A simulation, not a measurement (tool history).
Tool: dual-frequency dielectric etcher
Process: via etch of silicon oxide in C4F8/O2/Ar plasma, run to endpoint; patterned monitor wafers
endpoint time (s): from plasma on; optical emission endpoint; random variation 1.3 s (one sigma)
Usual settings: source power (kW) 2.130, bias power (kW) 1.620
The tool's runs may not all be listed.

| run | hour | source power (kW) | bias power (kW) | incoming incoming film thickness, nm | endpoint time (s) |
|---|---|---|---|---|---|
| 1 | 0.0 | 2.000 | 1.620 | 1529.8 | 305.7 |
| 2 | 27.9 | 2.450 | 1.620 | 1539.3 | 279.6 |
| 3 | 66.0 | 2.450 | 1.620 | 1535.5 | 279.1 |
| 4 | 259.6 | 2.450 | 1.620 | 1533.2 | 278.7 |
| 5 | 299.5 | 2.270 | 1.444 | 1533.6 | 298.3 |
| 6 | 358.7 | 2.130 | 1.620 | 1554.8 | 301.5 |
| 7 | 421.9 | 2.130 | 1.620 | 1547.8 | 300.3 |
| 8 | 481.7 | 2.130 | 1.620 | 1527.4 | 297.2 |
| 9 | 521.0 | 2.130 | 1.620 | 1542.0 | 297.1 |
| 10 | 576.5 | 2.130 | 1.620 | 1546.3 | 300.2 |
| 11 | 612.8 | 2.130 | 1.620 | 1542.9 | 298.2 |
| 12 | 678.5 | 2.630 | 1.620 | 1526.8 | 267.5 |
| 13 | 736.0 | 2.000 | 1.620 | 1527.9 | 305.3 |
| 14 | 780.1 | 1.700 | 1.917 | 1535.5 | 316.9 |
| 15 | 831.1 | 2.130 | 1.229 | 1548.6 | 322.4 |
| 16 | 875.4 | 2.130 | 1.620 | 1554.3 | 301.6 |
| 17 | 924.2 | 2.130 | 1.620 | 1553.4 | 300.3 |
| 18 | 984.8 | 2.130 | 1.620 | 1546.6 | 297.1 |
| 19 | 1026.3 | 1.920 | 1.620 | 1550.1 | 315.1 |
| 20 | 1096.0 | 2.130 | 1.620 | 1551.1 | 298.9 |
| 21 | 1124.9 | 2.470 | 1.620 | 1535.9 | 277.9 |
| 22 | 1163.9 | 1.630 | 1.346 | 1522.7 | 354.9 |
| 23 | 1221.3 | 2.000 | 1.620 | 1541.4 | 306.5 |
| 24 | 1286.8 | 2.130 | 1.620 | 1537.9 | 298.7 |
| 25 | 1332.3 | 2.460 | 1.348 | 1532.9 | 295.2 |
| 26 | 1361.4 | 2.650 | 1.771 | 1536.6 | 264.8 |
| 27 | 1416.8 | 2.130 | 1.620 | 1530.9 | 295.3 |
| 28 | 1493.4 | 1.650 | 1.855 | 1556.7 | 327.4 |
| 29 | 1552.1 | 1.950 | 1.620 | 1526.4 | 308.6 |
| 30 | 1587.6 | 2.490 | 1.954 | 1532.4 | 261.2 |
| 31 | 1648.0 | 2.130 | 1.620 | 1545.1 | 299.6 |
| 32 | 1715.2 | 2.130 | 1.288 | 1531.2 | 315.0 |
| 33 | 1764.2 | 2.460 | 1.866 | 1545.0 | 269.9 |
| 34 | 1813.7 | 1.890 | 1.877 | 1531.4 | 301.2 |

Taken out of this log: 7 entries between the listed runs. Where each belongs, and how the hidden state differs across it:
Between runs 3 and 4: wet clean of the chamber (hour 207.5)
  no hidden state differs between the two runs
Between runs 11 and 12: bias power generator calibrated (hour 624.6)
  no hidden state differs between the two runs
Between runs 12 and 13: source power generator calibrated (hour 735.0)
  no hidden state differs between the two runs
Between runs 13 and 14: wet clean of the chamber (hour 779.6)
  no hidden state differs between the two runs
Between runs 19 and 20: upper electrode replaced (hour 1052.8)
  no hidden state differs between the two runs
Between runs 23 and 24: wet clean of the chamber (hour 1251.7)
  no hidden state differs between the two runs
Between runs 32 and 33: wet clean of the chamber (hour 1763.7)
  no hidden state differs between the two runs
